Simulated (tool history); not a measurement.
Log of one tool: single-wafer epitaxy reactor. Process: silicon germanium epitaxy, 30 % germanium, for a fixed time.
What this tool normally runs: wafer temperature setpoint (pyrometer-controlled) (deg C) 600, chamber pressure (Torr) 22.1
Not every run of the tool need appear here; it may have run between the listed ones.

run     day  wafer temperature setpoint (pyrometer-controlled) (deg C)  chamber pressure (Torr)  read-back reference wafer on the same gauge, thickness_nm  mean film thickness on the monitor wafer (angstrom)
  1   0.000                                                        600                     22.1                                                     66.648                                               614.93
  2   8.829                                                        600                     22.1                                                     66.721                                               619.53
  3   9.988                                                        600                     22.1                                                     66.738                                               620.28
  4  12.262                                                        600                     22.1                                                     66.664                                               619.00
  5  14.971                                                        600                     22.1                                                     66.774                                               618.26
  6  17.867                                                        600                     22.1                                                     66.604                                               619.56
  7  19.275                                                        600                     22.1                                                     66.659                                               618.39
     23.100  -- gauge calibrated
  8  23.879                                                        600                     22.1                                                     66.536                                               612.62
  9  26.842                                                        600                     22.1                                                     66.709                                               616.30
 10  29.283                                                        600                     22.1                                                     66.737                                               623.54
     30.729  -- capacitance manometer re-zeroed and calibrated
 11  31.521                                                        600                     22.1                                                     66.804                                               622.40
 12  34.475                                                        600                     22.1                                                     66.635                                               620.34
 13  35.796                                                        589                     19.6                                                     66.691                                               470.73
 14  37.700                                                        600                     26.6                                                     66.735                                               668.54
     39.754  -- showerhead replaced
 15  39.775                                                        600                     23.5                                                     66.794                                               632.66
     40.996  -- pyrometer calibrated
 16  41.188                                                        600                     22.1                                                     66.703                                               621.73
 17  42.729                                                        610                     27.2                                                     66.670                                               824.71
 18  43.838                                                        589                     26.6                                                     66.613                                               533.84
 19  45.804                                                        600                     22.1                                                     66.783                                               616.58
 20  48.383                                                        611                     22.1                                                     66.732                                               771.15
 21  49.921                                                        600                     16.7                                                     66.628                                               546.89
 22  50.938                                                        586                     24.1                                                     66.677                                               480.60
 23  52.096                                                        614                     22.1                                                     66.782                                               825.84
 24  53.200                                                        600                     22.1                                                     66.692                                               619.51
 25  54.575                                                        600                     20.4                                                     66.770                                               595.42
 26  57.462                                                        615                     25.2                                                     66.594                                               876.36

Forecast each of these 3 alternatives for the next run:
  A  57.479                                                        600                     20.1                                                          ?                                                    ?
  B  57.479                                                        585                     17.2                                                          ?                                                    ?
  C  57.479                                                        590                     18.2                                                          ?                                                    ?

run  read-back reference wafer on the same gauge, thickness_nm  mean film thickness on the monitor wafer (angstrom)
  A                                                     66.730                                               595.29
  B                                                     66.730                                               407.45
  C                                                     66.730                                               463.89
Stripped of hidden state, with their random variation kept, the same runs would have yielded:
run  mean film thickness on the monitor wafer (angstrom)
  A                                               595.29
  B                                               407.45
  C                                               463.89

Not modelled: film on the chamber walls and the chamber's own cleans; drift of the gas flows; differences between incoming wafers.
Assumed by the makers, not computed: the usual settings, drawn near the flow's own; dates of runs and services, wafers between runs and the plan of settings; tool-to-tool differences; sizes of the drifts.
